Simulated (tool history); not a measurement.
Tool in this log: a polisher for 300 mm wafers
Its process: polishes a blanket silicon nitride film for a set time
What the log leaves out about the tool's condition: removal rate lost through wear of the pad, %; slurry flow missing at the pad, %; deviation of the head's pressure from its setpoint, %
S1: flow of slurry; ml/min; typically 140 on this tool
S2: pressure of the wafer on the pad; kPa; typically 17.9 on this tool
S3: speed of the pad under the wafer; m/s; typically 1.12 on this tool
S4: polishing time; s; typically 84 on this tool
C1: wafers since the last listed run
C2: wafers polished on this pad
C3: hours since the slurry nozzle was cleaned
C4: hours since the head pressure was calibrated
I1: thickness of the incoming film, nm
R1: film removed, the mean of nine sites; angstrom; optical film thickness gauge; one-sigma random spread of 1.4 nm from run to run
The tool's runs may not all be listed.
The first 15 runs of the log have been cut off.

run     day   S1    S2    S3   S4   C1   C2     C3     C4     I1    R1
 16  14.112  140  17.9  0.84   84  114  374  467.5  272.3  757.8   770
 17  15.004  190  17.9  0.86   97  124  499  488.9  293.7  738.8   936
 18  16.188  185  17.9  1.34   94  165  665  517.3  322.1  737.5  1252
 19  16.958  100  15.9  1.32   94  108  773  535.8  340.6  737.1   933
     17.058  -- head pressure recalibrated
     18.004  -- worn pad replaced by a new one
 20  18.025  140    20  0.86   84  114    2  561.4   23.2  745.4   894
 21  19.183  115  17.9  1.12   63  162  165  589.2     51  752.3   696
 22  20.008  140  19.3  0.88   75  115  280    609   70.8  746.9   746
 23  20.562  140  17.9  0.84   84   77  358  622.3   84.1  754.5   740
     21.475  -- slurry nozzle cleaned
     24.146  -- worn pad replaced by a new one
 24  24.633  140  17.9  1.48   65  541   68   75.8  181.8  749.4   993
 25  25.508  120  17.9  1.12  107  122  190   96.8  202.8  737.3  1266
 26  26.738  140  17.9  1.12   84  172  363  126.3  232.3  746.6  1007
 27  27.538  140  17.9  1.12   84  112  475  145.5  251.5  749.1   977
 28  28.329  115  24.1  1.12   84  110  586  164.5  270.5  740.7  1240
 29  28.912  140  17.9  1.12   84   81  667  178.5  284.5  748.6   965
     29.821  -- head pressure recalibrated
 30  30.325  140  13.1  1.12  105  186  854  212.4   12.1  745.7   839
       30.5  -- worn pad replaced by a new one
 31  31.712  185  17.9  0.92   71  171  169  245.7   45.4  762.7   756
 32  32.358  115  17.9  1.12   63   90  260  261.2   60.9  757.6   705

Predict each of these 4 candidate next runs independently; none follows another, all start after run 32:
  A  32.379  140  13.1  1.12  84   2  263  261.7  61.4  744.7   ?
  B  32.379  175  23.4  1.46  84   2  263  261.7  61.4  744.7   ?
  C  32.379  100  14.5  1.12  84   2  263  261.7  61.4  744.7   ?
  D  32.379  125  17.9     1  84   2  263  261.7  61.4  744.7   ?

run    R1
  A   712
  B  1642
  C   728
  D   869
The same runs, with their run-to-run variation unchanged, on a tool lacking any hidden condition would have given:
run    R1
  A   769
  B  1763
  C   796
  D   942
